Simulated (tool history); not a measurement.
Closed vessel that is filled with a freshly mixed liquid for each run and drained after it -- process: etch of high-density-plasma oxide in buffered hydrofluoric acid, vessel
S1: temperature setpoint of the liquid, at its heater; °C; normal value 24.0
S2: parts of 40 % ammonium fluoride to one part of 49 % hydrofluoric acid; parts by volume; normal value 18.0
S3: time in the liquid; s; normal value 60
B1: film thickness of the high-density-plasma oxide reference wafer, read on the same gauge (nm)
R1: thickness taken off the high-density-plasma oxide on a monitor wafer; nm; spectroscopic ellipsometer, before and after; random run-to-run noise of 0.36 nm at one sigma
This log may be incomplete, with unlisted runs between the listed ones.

Run 1, hour 0.0: usual settings but S1 21.5 °C; B1 149.99. Result: R1 37.68 nm.
Run 2, hour 44.1: usual settings but S1 21.5 °C; B1 150.02. Result: R1 37.56 nm.
Run 3, hour 91.2: usual settings but S1 21.5 °C; B1 149.99. Result: R1 38.22 nm.
Run 4, hour 143.7: usual settings; B1 149.98. Result: R1 43.33 nm.
Run 5, hour 189.0: usual settings; B1 150.02. Result: R1 43.56 nm.
Run 6, hour 217.6: usual settings but S3 50 s; B1 150.02. Result: R1 36.26 nm.
Run 7, hour 243.8: usual settings but S3 50 s; B1 149.99. Result: R1 36.51 nm.
Run 8, hour 305.9: usual settings but S3 50 s; B1 150.00. Result: R1 36.28 nm.
Run 9, hour 368.8: usual settings; B1 150.00. Result: R1 43.27 nm.
Run 10, hour 413.1: usual settings; B1 149.99. Result: R1 43.84 nm.
Run 11, hour 617.7: usual settings; B1 149.99. Result: R1 43.68 nm.
Run 12, hour 682.7: usual settings; B1 150.01. Result: R1 43.56 nm.
Run 13, hour 740.8: usual settings; B1 149.99. Result: R1 43.33 nm.
Run 14, hour 811.1: usual settings but S3 45 s; B1 150.00. Result: R1 32.85 nm.
Run 15, hour 838.8: usual settings; B1 150.02. Result: R1 44.21 nm.
Run 16, hour 880.5: usual settings but S3 80 s; B1 149.99. Result: R1 58.48 nm.
Run 17, hour 926.0: usual settings but S1 22.0 °C, S2 14.5 parts by volume, S3 90 s; B1 150.00. Result: R1 73.11 nm.
Run 18, hour 988.8: usual settings; B1 150.00. Result: R1 42.90 nm.
Run 19, hour 1049.6: usual settings but S1 19.5 °C, S2 11.0 parts by volume, S3 75 s; B1 150.00. Result: R1 69.28 nm.
Run 20, hour 1093.6: usual settings but S3 85 s; B1 150.00. Result: R1 61.82 nm.
Run 21, hour 1127.8: usual settings but S3 30 s; B1 149.98. Result: R1 21.86 nm.
Run 22, hour 1193.0: usual settings; B1 150.01. Result: R1 43.47 nm.
Run 23, hour 1219.1: usual settings but S1 19.5 °C, S2 14.0 parts by volume, S3 85 s; B1 149.99. Result: R1 61.57 nm.
Run 24, hour 1276.2: usual settings; B1 150.00. Result: R1 43.97 nm.
Run 25, hour 1320.1: usual settings but S2 22.0 parts by volume; B1 149.99. Result: R1 36.93 nm.
Run 26, hour 1387.0: usual settings but S2 15.5 parts by volume; B1 150.02. Result: R1 50.69 nm.

Not shown: 3 entries that the log had between the listed runs. Between which runs, and how does the tool's hidden state differ before and after?
From run 10 to run 11: thermometer replaced (hour 523.7); gauge calibrated (hour 561.7)
  no difference in the tool's unlogged condition between these two runs
From run 11 to run 12: hydrofluoric acid flow meter replaced (hour 658.2)
  no difference in the tool's unlogged condition between these two runs
